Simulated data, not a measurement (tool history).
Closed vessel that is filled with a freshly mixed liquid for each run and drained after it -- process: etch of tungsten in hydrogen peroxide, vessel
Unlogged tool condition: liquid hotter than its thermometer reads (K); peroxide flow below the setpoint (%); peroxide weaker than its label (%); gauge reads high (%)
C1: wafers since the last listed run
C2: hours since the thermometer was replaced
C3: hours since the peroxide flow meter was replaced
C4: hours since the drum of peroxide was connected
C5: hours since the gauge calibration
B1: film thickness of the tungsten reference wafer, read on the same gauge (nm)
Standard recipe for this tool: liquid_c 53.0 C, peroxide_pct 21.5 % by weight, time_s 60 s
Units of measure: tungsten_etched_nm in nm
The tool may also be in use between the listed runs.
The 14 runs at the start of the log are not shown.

run 15 day=15.721 | liquid_c=53.0 peroxide_pct=21.5 time_s=60 | C1=3386 C2=1506.5 C3=1501.3 C4=502.8 C5=1007.3 | B1=59.97 | tungsten_etched_nm=208.53
run 16 day=16.858 | liquid_c=53.0 peroxide_pct=21.5 time_s=30 | C1=3244 C2=1533.8 C3=1528.6 C4=530.1 C5=1034.6 | B1=60.01 | tungsten_etched_nm=102.91
-- day=16.933 peroxide flow meter replaced
-- day=16.942 gauge calibrated
-- day=17.512 new drum of peroxide connected
run 17 day=17.971 | liquid_c=55.5 peroxide_pct=18.5 time_s=30 | C1=2935 C2=1560.5 C3=24.9 C4=11.0 C5=24.7 | B1=60.01 | tungsten_etched_nm=120.14
run 18 day=19.025 | liquid_c=53.0 peroxide_pct=21.5 time_s=60 | C1=3006 C2=1585.8 C3=50.2 C4=36.3 C5=50.0 | B1=60.01 | tungsten_etched_nm=222.14
run 19 day=20.012 | liquid_c=61.5 peroxide_pct=23.5 time_s=50 | C1=2816 C2=1609.5 C3=73.9 C4=60.0 C5=73.7 | B1=60.01 | tungsten_etched_nm=316.51
run 20 day=20.712 | liquid_c=55.5 peroxide_pct=21.5 time_s=75 | C1=1996 C2=1626.3 C3=90.7 C4=76.8 C5=90.5 | B1=60.01 | tungsten_etched_nm=320.37
run 21 day=21.604 | liquid_c=53.0 peroxide_pct=18.5 time_s=60 | C1=2543 C2=1647.7 C3=112.1 C4=98.2 C5=111.9 | B1=60.00 | tungsten_etched_nm=201.57
-- day=22.500 thermometer replaced
run 22 day=22.829 | liquid_c=57.5 peroxide_pct=27.0 time_s=35 | C1=3374 C2=7.9 C3=141.5 C4=127.6 C5=141.3 | B1=59.99 | tungsten_etched_nm=188.86
run 23 day=24.008 | liquid_c=45.5 peroxide_pct=21.5 time_s=70 | C1=3363 C2=36.2 C3=169.8 C4=155.9 C5=169.6 | B1=60.02 | tungsten_etched_nm=161.91
run 24 day=24.867 | liquid_c=53.0 peroxide_pct=21.5 time_s=60 | C1=2447 C2=56.8 C3=190.4 C4=176.5 C5=190.2 | B1=59.99 | tungsten_etched_nm=220.55
run 25 day=26.150 | liquid_c=53.0 peroxide_pct=26.0 time_s=95 | C1=3660 C2=87.6 C3=221.2 C4=207.3 C5=221.0 | B1=59.99 | tungsten_etched_nm=384.93
run 26 day=28.650 | liquid_c=60.5 peroxide_pct=21.5 time_s=60 | C1=7130 C2=147.6 C3=281.2 C4=267.3 C5=281.0 | B1=60.00 | tungsten_etched_nm=337.01
run 27 day=29.750 | liquid_c=53.0 peroxide_pct=16.0 time_s=60 | C1=3137 C2=174.0 C3=307.6 C4=293.7 C5=307.4 | B1=60.00 | tungsten_etched_nm=187.43
run 28 day=30.442 | liquid_c=60.0 peroxide_pct=27.5 time_s=90 | C1=1972 C2=190.6 C3=324.2 C4=310.3 C5=324.0 | B1=59.99 | tungsten_etched_nm=562.40
run 29 day=31.625 | liquid_c=53.0 peroxide_pct=21.5 time_s=60 | C1=3374 C2=219.0 C3=352.6 C4=338.7 C5=352.4 | B1=59.98 | tungsten_etched_nm=218.04
run 30 day=32.675 | liquid_c=47.5 peroxide_pct=26.5 time_s=70 | C1=2994 C2=244.2 C3=377.8 C4=363.9 C5=377.6 | B1=60.00 | tungsten_etched_nm=200.74
run 31 day=33.338 | liquid_c=53.0 peroxide_pct=15.5 time_s=30 | C1=1889 C2=260.1 C3=393.7 C4=379.8 C5=393.5 | B1=59.99 | tungsten_etched_nm=91.64

Forecast each of these 3 alternatives for the next run:
run A day=33.367 | liquid_c=53.0 peroxide_pct=21.5 time_s=60 | C1=83 C2=260.8 C3=394.4 C4=380.5 C5=394.2 | B1=? | tungsten_etched_nm=?
run B day=33.367 | liquid_c=48.0 peroxide_pct=25.5 time_s=60 | C1=83 C2=260.8 C3=394.4 C4=380.5 C5=394.2 | B1=? | tungsten_etched_nm=?
run C day=33.367 | liquid_c=49.5 peroxide_pct=27.5 time_s=85 | C1=83 C2=260.8 C3=394.4 C4=380.5 C5=394.2 | B1=? | tungsten_etched_nm=?

run=A B1=59.99 tungsten_etched_nm=217.83
run=B B1=59.99 tungsten_etched_nm=174.93
run=C B1=59.99 tungsten_etched_nm=282.25
With the hidden condition removed and each run's random variation left untouched, the same runs would have given:
run=A tungsten_etched_nm=221.58
run=B tungsten_etched_nm=177.94
run=C tungsten_etched_nm=287.12

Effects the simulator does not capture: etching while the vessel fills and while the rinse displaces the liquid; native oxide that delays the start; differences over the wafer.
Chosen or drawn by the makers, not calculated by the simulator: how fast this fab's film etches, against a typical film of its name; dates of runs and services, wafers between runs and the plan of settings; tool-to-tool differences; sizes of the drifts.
